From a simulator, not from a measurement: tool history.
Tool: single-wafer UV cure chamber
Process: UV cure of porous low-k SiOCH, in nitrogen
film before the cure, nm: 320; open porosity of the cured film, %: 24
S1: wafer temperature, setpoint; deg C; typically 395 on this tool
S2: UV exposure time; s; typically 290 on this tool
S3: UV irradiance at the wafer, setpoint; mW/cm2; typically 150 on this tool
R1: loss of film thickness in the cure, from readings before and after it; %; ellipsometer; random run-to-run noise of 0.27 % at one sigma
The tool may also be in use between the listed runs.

{"run": 1, "hour": 0.0, "S1": 395, "S2": 290, "S3": 150, "R1": 16.68}
{"run": 2, "hour": 64.1, "S1": 395, "S2": 290, "S3": 150, "R1": 16.665}
{"run": 3, "hour": 93.5, "S1": 395, "S2": 205, "S3": 150, "R1": 14.687}
{"run": 4, "hour": 146.7, "S1": 395, "S2": 290, "S3": 150, "R1": 16.278}
{"run": 5, "hour": 200.8, "S1": 395, "S2": 290, "S3": 150, "R1": 16.453}
{"run": 6, "hour": 232.8, "S1": 395, "S2": 290, "S3": 150, "R1": 16.742}
{"run": 7, "hour": 259.0, "S1": 395, "S2": 290, "S3": 120, "R1": 15.461}
{"run": 8, "hour": 362.6, "S1": 395, "S2": 290, "S3": 120, "R1": 15.138}
{"run": 9, "hour": 409.5, "S1": 395, "S2": 290, "S3": 150, "R1": 16.356}
{"run": 10, "hour": 466.3, "S1": 395, "S2": 290, "S3": 150, "R1": 16.613}
{"run": 11, "hour": 494.3, "S1": 395, "S2": 290, "S3": 150, "R1": 16.019}
{"run": 12, "hour": 615.4, "S1": 395, "S2": 290, "S3": 150, "R1": 16.542}
{"run": 13, "hour": 681.1, "S1": 395, "S2": 290, "S3": 150, "R1": 15.991}
{"run": 14, "hour": 717.9, "S1": 395, "S2": 290, "S3": 150, "R1": 16.618}
{"run": 15, "hour": 772.9, "S1": 395, "S2": 290, "S3": 150, "R1": 16.616}
{"run": 16, "hour": 843.0, "S1": 395, "S2": 290, "S3": 150, "R1": 16.236}
{"run": 17, "hour": 901.7, "S1": 395, "S2": 290, "S3": 150, "R1": 16.302}
{"run": 18, "hour": 932.9, "S1": 395, "S2": 290, "S3": 150, "R1": 16.932}
{"run": 19, "hour": 972.4, "S1": 395, "S2": 290, "S3": 150, "R1": 15.936}
{"run": 20, "hour": 996.8, "S1": 395, "S2": 290, "S3": 150, "R1": 16.616}
{"run": 21, "hour": 1040.7, "S1": 395, "S2": 290, "S3": 150, "R1": 15.953}
{"run": 22, "hour": 1255.8, "S1": 395, "S2": 290, "S3": 150, "R1": 16.466}
{"run": 23, "hour": 1291.1, "S1": 395, "S2": 290, "S3": 150, "R1": 16.587}
{"run": 24, "hour": 1365.1, "S1": 395, "S2": 290, "S3": 150, "R1": 16.595}
{"run": 25, "hour": 1423.9, "S1": 378, "S2": 365, "S3": 180, "R1": 17.581}
{"run": 26, "hour": 1474.8, "S1": 403, "S2": 140, "S3": 120, "R1": 11.892}
{"run": 27, "hour": 1650.6, "S1": 395, "S2": 290, "S3": 150, "R1": 16.403}
{"run": 28, "hour": 1708.6, "S1": 395, "S2": 290, "S3": 150, "R1": 16.692}
{"run": 29, "hour": 1750.0, "S1": 395, "S2": 290, "S3": 150, "R1": 16.102}
{"run": 30, "hour": 1788.6, "S1": 395, "S2": 290, "S3": 150, "R1": 15.879}
{"run": 31, "hour": 1849.4, "S1": 395, "S2": 290, "S3": 150, "R1": 16.566}
{"run": 32, "hour": 1899.0, "S1": 389, "S2": 400, "S3": 111, "R1": 16.622}
{"run": 33, "hour": 1940.3, "S1": 384, "S2": 365, "S3": 176, "R1": 18.048}
{"run": 34, "hour": 1999.2, "S1": 380, "S2": 290, "S3": 180, "R1": 16.526}
{"run": 35, "hour": 2063.6, "S1": 395, "S2": 290, "S3": 150, "R1": 16.468}
{"run": 36, "hour": 2119.5, "S1": 378, "S2": 385, "S3": 133, "R1": 17.121}
{"run": 37, "hour": 2173.4, "S1": 381, "S2": 230, "S3": 185, "R1": 16.119}
{"run": 38, "hour": 2318.8, "S1": 395, "S2": 290, "S3": 150, "R1": 16.147}
{"run": 39, "hour": 2345.5, "S1": 408, "S2": 400, "S3": 150, "R1": 17.976}
{"run": 40, "hour": 2411.7, "S1": 395, "S2": 290, "S3": 176, "R1": 17.731}
{"run": 41, "hour": 2449.8, "S1": 395, "S2": 290, "S3": 150, "R1": 16.284}
{"run": 42, "hour": 2486.0, "S1": 411, "S2": 290, "S3": 150, "R1": 16.756}
{"run": 43, "hour": 2528.6, "S1": 395, "S2": 445, "S3": 150, "R1": 17.929}
{"run": 44, "hour": 2573.4, "S1": 378, "S2": 365, "S3": 180, "R1": 18.188}
{"run": 45, "hour": 2621.1, "S1": 395, "S2": 450, "S3": 119, "R1": 17.494}
{"run": 46, "hour": 2689.9, "S1": 411, "S2": 120, "S3": 150, "R1": 12.013}
{"run": 47, "hour": 2749.5, "S1": 376, "S2": 290, "S3": 150, "R1": 15.906}

Taken out of this log: 6 entries between the listed runs. Where each belongs, and how the hidden state differs across it:
Logged between run 10 and run 11: quartz window cleaned (hour 491.3)
  nothing in the hidden state changes from one run to the other
Logged between run 21 and run 22: quartz window cleaned (hour 1052.3)
  nothing in the hidden state changes from one run to the other
Logged between run 25 and run 26: UV bulbs replaced (hour 1471.9)
  nothing in the hidden state changes from one run to the other
Logged between run 26 and run 27: quartz window cleaned (hour 1520.1)
  nothing in the hidden state changes from one run to the other
Logged between run 34 and run 35: quartz window cleaned (hour 2050.5)
  nothing in the hidden state changes from one run to the other
Logged between run 43 and run 44: quartz window cleaned (hour 2559.7)
  nothing in the hidden state changes from one run to the other

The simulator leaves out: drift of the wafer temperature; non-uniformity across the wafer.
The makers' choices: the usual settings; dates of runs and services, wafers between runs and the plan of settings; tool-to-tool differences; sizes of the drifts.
